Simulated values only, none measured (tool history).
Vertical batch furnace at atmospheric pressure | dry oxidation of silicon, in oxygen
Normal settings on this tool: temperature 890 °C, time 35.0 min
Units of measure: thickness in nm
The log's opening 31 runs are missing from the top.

run	hour	temperature	time	read-back reference wafer on the same gauge, thickness	thickness
32	869.2	890	35.0	9.20	11.13
33	897.0	900	35.0	9.20	12.52
34	961.0	890	35.0	9.20	11.29
35	980.6	912	26.0	9.19	11.56
36	992.8	890	35.0	9.20	11.20
37	1013.5	890	28.0	9.20	9.56
38	1033.3	883	21.0	9.21	7.28
39	1047.7	890	49.0	9.20	14.19

Consider 4 possible next runs. They are alternatives, not a sequence: every one starts from the tool as it was left by run 39. What does each give?
A	1052.2	871	35.0	?	?
B	1052.2	914	43.0	?	?
C	1052.2	890	24.5	?	?
D	1052.2	897	45.0	?	?

run	read-back reference wafer on the same gauge, thickness	thickness
A	9.21	9.07
B	9.21	16.66
C	9.21	8.77
D	9.21	14.42
With no hidden state in the tool, these same runs would have given:
run	thickness
A	9.04
B	16.62
C	8.74
D	14.38

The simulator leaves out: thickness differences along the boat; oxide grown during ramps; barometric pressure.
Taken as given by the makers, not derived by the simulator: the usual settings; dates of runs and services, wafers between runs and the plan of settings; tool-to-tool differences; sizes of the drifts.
